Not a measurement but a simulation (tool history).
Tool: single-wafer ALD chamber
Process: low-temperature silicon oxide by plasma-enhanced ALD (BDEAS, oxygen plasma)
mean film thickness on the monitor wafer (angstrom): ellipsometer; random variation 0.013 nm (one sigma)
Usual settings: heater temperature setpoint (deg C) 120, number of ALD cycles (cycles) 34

run,hour,heater temperature setpoint (deg C),number of ALD cycles (cycles),wafers since the last listed run,hours since the last thermocouple change,hours since the gauge calibration,"read-back reference wafer on the same gauge, thickness_nm",mean film thickness on the monitor wafer (angstrom)
1,0,120,34,0,1538.3,728.5,4.607,45.13
2,198.5,120,34,1824,1736.8,927,4.614,45.46
3,263.6,120,34,598,1801.9,992.1,4.609,45.36
4,303.2,120,34,363,1841.5,1031.7,4.609,45.16
5,340.4,130,34,341,1878.7,1068.9,4.61,44.4
6,389.4,120,34,450,1927.7,1117.9,4.604,45.42
7,455.9,120,34,611,1994.2,1184.4,4.616,45.33
8,525.1,120,38,635,2063.4,1253.6,4.614,50.54
9,588.2,120,38,579,2126.5,1316.7,4.615,50.37
10,646.7,109,34,537,2185,1375.2,4.611,46.12
11,714.1,109,34,619,2252.4,1442.6,4.611,46.09
12,792.5,120,34,720,2330.8,1521,4.612,45.26
13,832.5,120,34,367,2370.8,1561,4.606,45.18
14,858.4,112,34,238,2396.7,1586.9,4.616,45.91
15,900.2,120,34,384,2438.5,1628.7,4.614,45.33
16,951.8,120,34,474,2490.1,1680.3,4.613,45.55
17,989.7,120,34,348,2528,1718.2,4.604,45.5
# hour 1004.8: gauge calibrated
18,1055.6,120,34,605,2593.9,50.8,4.614,45.53
# hour 1070.9: thermocouple changed; heater temperature recalibrated
19,1092.5,133,40,265,21.6,87.7,4.608,52.19
20,1148.4,124,31,513,77.5,143.6,4.611,41.25
21,1193.6,126,34,415,122.7,188.8,4.607,45.04
22,1249.5,106,31,513,178.6,244.7,4.612,42.06
23,1295.6,132,31,423,224.7,290.8,4.607,40.64
24,1335.4,114,34,365,264.5,330.6,4.608,45.81
25,1398.1,120,34,576,327.2,393.3,4.606,45.39
26,1426.7,106,30,262,355.8,421.9,4.617,40.97
27,1451.7,129,40,229,380.8,446.9,4.6,52.19
28,1491.1,114,31,362,420.2,486.3,4.606,41.61
29,1526.5,132,36,325,455.6,521.7,4.615,46.9
30,1553.3,108,36,246,482.4,548.5,4.612,48.91
31,1622.9,120,28,639,552,618.1,4.605,37.31
32,1668.5,114,39,419,597.6,663.7,4.61,52.6
33,1739,106,31,647,668.1,734.2,4.608,42.27
34,1780.1,110,34,377,709.2,775.3,4.611,45.89
35,1851.8,135,38,658,780.9,847,4.613,49.62

Forecast each of these 4 alternatives for the next run:
A,1852.3,120,34,4,781.4,847.5,?,?
B,1852.3,120,39,4,781.4,847.5,?,?
C,1852.3,106,40,4,781.4,847.5,?,?
D,1852.3,113,32,4,781.4,847.5,?,?

run,"read-back reference wafer on the same gauge, thickness_nm",mean film thickness on the monitor wafer (angstrom)
A,4.615,45.25
B,4.615,51.9
C,4.615,54.46
D,4.615,43.08
Without the tool's hidden state the same runs would have given:
run,mean film thickness on the monitor wafer (angstrom)
A,45.25
B,51.9
C,54.46
D,43.08
